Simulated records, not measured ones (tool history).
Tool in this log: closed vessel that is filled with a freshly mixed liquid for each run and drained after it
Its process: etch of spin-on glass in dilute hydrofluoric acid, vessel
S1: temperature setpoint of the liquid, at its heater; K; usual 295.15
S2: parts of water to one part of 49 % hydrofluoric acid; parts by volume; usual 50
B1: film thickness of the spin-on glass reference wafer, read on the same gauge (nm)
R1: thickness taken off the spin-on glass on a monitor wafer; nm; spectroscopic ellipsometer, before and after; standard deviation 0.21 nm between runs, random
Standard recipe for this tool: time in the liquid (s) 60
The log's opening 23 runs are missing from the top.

{"run": 24, "hour": 1285.9, "S1": 300.15, "S2": 40, "time in the liquid (s)": 60, "B1": 80, "R1": 49.02}
{"run": 25, "hour": 1318.8, "S1": 295.15, "S2": 50, "time in the liquid (s)": 60, "B1": 79.99, "R1": 31.38}
{"run": 26, "hour": 1488.6, "S1": 295.15, "S2": 25, "time in the liquid (s)": 60, "B1": 80.02, "R1": 64.09}
{"run": 27, "hour": 1553.8, "S1": 291.65, "S2": 30, "time in the liquid (s)": 90, "B1": 80.02, "R1": 69.36}
{"run": 28, "hour": 1578.0, "S1": 290.65, "S2": 50, "time in the liquid (s)": 60, "B1": 80.04, "R1": 25.81}
{"run": 29, "hour": 1624.0, "S1": 295.15, "S2": 50, "time in the liquid (s)": 85, "B1": 80, "R1": 43.59}
{"hour": 1649.4, "done": "hydrofluoric acid flow meter replaced"}
{"run": 30, "hour": 1656.0, "S1": 299.65, "S2": 70, "time in the liquid (s)": 60, "B1": 80.02, "R1": 26.94}
{"run": 31, "hour": 1707.7, "S1": 295.15, "S2": 60, "time in the liquid (s)": 35, "B1": 80, "R1": 15.39}
{"run": 32, "hour": 1745.8, "S1": 299.65, "S2": 55, "time in the liquid (s)": 75, "B1": 79.98, "R1": 43.58}
{"run": 33, "hour": 1864.8, "S1": 295.15, "S2": 50, "time in the liquid (s)": 60, "B1": 79.97, "R1": 31.54}
{"run": 34, "hour": 1911.2, "S1": 292.15, "S2": 35, "time in the liquid (s)": 60, "B1": 79.98, "R1": 41.06}

Branching from run 34: 4 alternative next runs. What would each branch give?
{"run": "A", "hour": 1911.9, "S1": 293.65, "S2": 50, "time in the liquid (s)": 60, "B1": "?", "R1": "?"}
{"run": "B", "hour": 1911.9, "S1": 295.15, "S2": 50, "time in the liquid (s)": 30, "B1": "?", "R1": "?"}
{"run": "C", "hour": 1911.9, "S1": 295.15, "S2": 35, "time in the liquid (s)": 60, "B1": "?", "R1": "?"}
{"run": "D", "hour": 1911.9, "S1": 299.15, "S2": 50, "time in the liquid (s)": 60, "B1": "?", "R1": "?"}

run=A B1=80.01 R1=30.09
run=B B1=80.01 R1=16.02
run=C B1=80.01 R1=46.67
run=D B1=80.01 R1=37.78
With no hidden state in the tool, these same runs would have given:
run=A R1=30.51
run=B R1=16.25
run=C R1=47.32
run=D R1=38.32

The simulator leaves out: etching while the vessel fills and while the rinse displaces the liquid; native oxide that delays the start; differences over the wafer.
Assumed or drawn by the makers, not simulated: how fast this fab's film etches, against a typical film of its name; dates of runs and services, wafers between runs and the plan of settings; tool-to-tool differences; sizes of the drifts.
